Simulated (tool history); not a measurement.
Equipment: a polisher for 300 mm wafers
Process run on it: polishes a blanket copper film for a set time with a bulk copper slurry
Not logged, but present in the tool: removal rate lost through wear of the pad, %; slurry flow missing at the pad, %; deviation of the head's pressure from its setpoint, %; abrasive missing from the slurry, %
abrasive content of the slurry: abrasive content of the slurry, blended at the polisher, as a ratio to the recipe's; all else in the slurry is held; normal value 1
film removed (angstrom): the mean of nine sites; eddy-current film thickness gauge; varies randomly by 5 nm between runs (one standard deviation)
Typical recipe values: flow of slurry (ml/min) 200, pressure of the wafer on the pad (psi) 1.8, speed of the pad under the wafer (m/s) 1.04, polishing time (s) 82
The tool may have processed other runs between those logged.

| run | hour | flow of slurry (ml/min) | pressure of the wafer on the pad (psi) | speed of the pad under the wafer (m/s) | abrasive content of the slurry | polishing time (s) | wafers since the last listed run | wafers polished on this pad | hours since the slurry nozzle was cleaned | hours since the head pressure was calibrated | hours since the slurry blender was calibrated | incoming thickness of the incoming film, nm | film removed (angstrom) |
|---|---|---|---|---|---|---|---|---|---|---|---|---|---|
| 1 | 0 | 200 | 1.8 | 1.04 | 1 | 82 | 0 | 3390 | 632.7 | 930.2 | 232.8 | 4174 | 5524 |
| 2 | 38.6 | 200 | 1.8 | 1.04 | 1 | 82 | 521 | 3911 | 671.3 | 968.8 | 271.4 | 4172.1 | 5429 |
| 3 | 63.3 | 200 | 1.8 | 1.04 | 1 | 82 | 333 | 4245 | 696 | 993.5 | 296.1 | 4316.4 | 5435 |
| 4 | 93.3 | 200 | 1.8 | 1.04 | 1 | 82 | 405 | 4650 | 726 | 1023.5 | 326.1 | 4239.4 | 5396 |
|  | 157.2 | worn pad replaced by a new one |
| 5 | 159.7 | 200 | 1.8 | 0.86 | 1 | 82 | 842 | 33 | 792.4 | 1089.9 | 392.5 | 4306.7 | 4289 |
|  | 193.8 | slurry blender recalibrated |
|  | 255.9 | slurry nozzle cleaned |
| 6 | 372.5 | 200 | 1.8 | 0.86 | 1 | 82 | 2834 | 2867 | 116.6 | 1302.7 | 178.7 | 4206.2 | 4395 |
|  | 384.4 | head pressure recalibrated |
| 7 | 410.9 | 200 | 1.8 | 1.14 | 1 | 82 | 491 | 3359 | 155 | 26.5 | 217.1 | 4331.5 | 6234 |
| 8 | 474.7 | 200 | 2.4 | 1.04 | 1.3 | 82 | 861 | 4221 | 218.8 | 90.3 | 280.9 | 4243.2 | 7957 |
| 9 | 513.4 | 200 | 2.3 | 1.04 | 1 | 57 | 522 | 4743 | 257.5 | 129 | 319.6 | 4320.2 | 4900 |
| 10 | 540.3 | 255 | 1.8 | 0.92 | 1 | 82 | 363 | 5107 | 284.4 | 155.9 | 346.5 | 4324 | 4951 |
| 11 | 572.1 | 200 | 1.8 | 0.86 | 1 | 82 | 429 | 5536 | 316.2 | 187.7 | 378.3 | 4203.3 | 4490 |
|  | 593.5 | worn pad replaced by a new one |
|  | 596.9 | slurry blender recalibrated |
| 12 | 640.3 | 200 | 1.4 | 0.68 | 1 | 61 | 840 | 605 | 384.4 | 255.9 | 43.4 | 4190.9 | 2205 |
| 13 | 673.4 | 200 | 2.3 | 0.9 | 1 | 82 | 447 | 1052 | 417.5 | 289 | 76.5 | 4214.4 | 6329 |
| 14 | 728.4 | 200 | 1.8 | 1.04 | 0.75 | 102 | 742 | 1795 | 472.5 | 344 | 131.5 | 4251.8 | 6644 |
| 15 | 793.4 | 255 | 1.8 | 0.92 | 1 | 82 | 878 | 2673 | 537.5 | 409 | 196.5 | 4284.3 | 5088 |
| 16 | 819.1 | 200 | 1.8 | 1.04 | 1 | 108 | 347 | 3020 | 563.2 | 434.7 | 222.2 | 4200.3 | 7348 |
| 17 | 862.1 | 225 | 2.2 | 0.7 | 1 | 64 | 580 | 3601 | 606.2 | 477.7 | 265.2 | 4175.8 | 3613 |
| 18 | 889.8 | 225 | 1.8 | 1.04 | 1 | 82 | 374 | 3975 | 633.9 | 505.4 | 292.9 | 4321.5 | 5604 |
| 19 | 931.4 | 200 | 1.8 | 1.04 | 0.8 | 82 | 561 | 4537 | 675.5 | 547 | 334.5 | 4246.6 | 5201 |
| 20 | 967.8 | 200 | 1.8 | 1.04 | 0.9 | 82 | 491 | 5029 | 711.9 | 583.4 | 370.9 | 4255 | 5301 |
| 21 | 1008.1 | 200 | 1.8 | 1.04 | 0.9 | 82 | 544 | 5573 | 752.2 | 623.7 | 411.2 | 4229.8 | 5136 |

For run 22, what comes out?
|  | 1017.2 | slurry blender recalibrated |
|  | 1018.7 | worn pad replaced by a new one |
|  | 1058.1 | slurry nozzle cleaned |
| 22 | 1060.6 | 200 | 1.8 | 1.04 | 1 | 82 | 647 | 551 | 2.5 | 676.2 | 43.4 | 4231 | ? |

{"run 22": {"film removed (angstrom)": 5656}}
Take away the tool's hidden state, keep the run-to-run variation as it was, and the same run would have given film removed (angstrom) 5828.

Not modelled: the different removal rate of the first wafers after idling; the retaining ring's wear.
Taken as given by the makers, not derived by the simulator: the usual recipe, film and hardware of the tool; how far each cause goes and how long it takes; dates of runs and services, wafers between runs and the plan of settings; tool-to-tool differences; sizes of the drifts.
